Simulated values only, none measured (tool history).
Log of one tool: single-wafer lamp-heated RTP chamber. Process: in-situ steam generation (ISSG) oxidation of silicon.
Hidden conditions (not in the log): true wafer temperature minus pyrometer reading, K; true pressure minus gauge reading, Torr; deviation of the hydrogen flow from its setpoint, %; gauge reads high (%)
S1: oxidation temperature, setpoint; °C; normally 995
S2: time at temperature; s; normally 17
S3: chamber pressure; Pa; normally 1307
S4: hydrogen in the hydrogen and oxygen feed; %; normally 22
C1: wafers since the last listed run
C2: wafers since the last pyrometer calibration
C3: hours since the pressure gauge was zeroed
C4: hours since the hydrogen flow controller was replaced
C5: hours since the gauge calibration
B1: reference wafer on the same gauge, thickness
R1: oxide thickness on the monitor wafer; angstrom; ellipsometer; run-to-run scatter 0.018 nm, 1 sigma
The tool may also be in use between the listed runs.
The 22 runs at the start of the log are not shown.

{"run": 23, "hour": 1705.8, "S1": 995, "S2": 17, "S3": 1307, "S4": 18, "C1": 295, "C2": 3946, "C3": 451.7, "C4": 122.9, "C5": 295.4, "B1": 5.43, "R1": 44.98}
{"run": 24, "hour": 1755.9, "S1": 995, "S2": 17, "S3": 1307, "S4": 22, "C1": 244, "C2": 4191, "C3": 501.8, "C4": 173.0, "C5": 345.5, "B1": 5.44, "R1": 46.6}
{"run": 25, "hour": 1798.0, "S1": 995, "S2": 17, "S3": 1307, "S4": 22, "C1": 205, "C2": 4396, "C3": 543.9, "C4": 215.1, "C5": 387.6, "B1": 5.428, "R1": 46.7}
{"run": 26, "hour": 1874.7, "S1": 1010, "S2": 17, "S3": 1307, "S4": 22, "C1": 374, "C2": 4771, "C3": 620.6, "C4": 291.8, "C5": 464.3, "B1": 5.424, "R1": 49.27}
{"run": 27, "hour": 1976.0, "S1": 1007, "S2": 13, "S3": 1307, "S4": 17, "C1": 494, "C2": 5265, "C3": 721.9, "C4": 393.1, "C5": 565.6, "B1": 5.433, "R1": 40.53}
{"run": 28, "hour": 2061.5, "S1": 980, "S2": 21, "S3": 1307, "S4": 22, "C1": 417, "C2": 5682, "C3": 807.4, "C4": 478.6, "C5": 651.1, "B1": 5.424, "R1": 48.48}
{"run": 29, "hour": 2114.1, "S1": 995, "S2": 24, "S3": 1120, "S4": 32, "C1": 256, "C2": 5939, "C3": 860.0, "C4": 531.2, "C5": 703.7, "B1": 5.433, "R1": 60.16}
{"run": 30, "hour": 2209.7, "S1": 995, "S2": 10, "S3": 1360, "S4": 19, "C1": 466, "C2": 6405, "C3": 955.6, "C4": 626.8, "C5": 799.3, "B1": 5.437, "R1": 35.27}
{"hour": 2238.8, "done": "pyrometer window cleaned and pyrometer calibrated"}
{"run": 31, "hour": 2299.1, "S1": 995, "S2": 21, "S3": 1307, "S4": 22, "C1": 397, "C2": 294, "C3": 1045.0, "C4": 716.2, "C5": 888.7, "B1": 5.427, "R1": 51.37}
{"run": 32, "hour": 2401.8, "S1": 995, "S2": 17, "S3": 1360, "S4": 30, "C1": 501, "C2": 795, "C3": 1147.7, "C4": 818.9, "C5": 991.4, "B1": 5.425, "R1": 49.66}

Alternative continuations, all from the tool just after run 32; predict every row:
{"run": "A", "hour": 2402.3, "S1": 995, "S2": 17, "S3": 1360, "S4": 22, "C1": 2, "C2": 798, "C3": 1148.2, "C4": 819.4, "C5": 991.9, "B1": "?", "R1": "?"}
{"run": "B", "hour": 2402.3, "S1": 995, "S2": 17, "S3": 1307, "S4": 25, "C1": 2, "C2": 798, "C3": 1148.2, "C4": 819.4, "C5": 991.9, "B1": "?", "R1": "?"}
{"run": "C", "hour": 2402.3, "S1": 986, "S2": 20, "S3": 1133, "S4": 13, "C1": 2, "C2": 798, "C3": 1148.2, "C4": 819.4, "C5": 991.9, "B1": "?", "R1": "?"}

run=A B1=5.431 R1=46.31
run=B B1=5.431 R1=48.05
run=C B1=5.431 R1=44.00
Take away the tool's hidden state, keep each run's random variation, and the runs would have read:
run=A R1=46.31
run=B R1=48.05
run=C R1=44.00
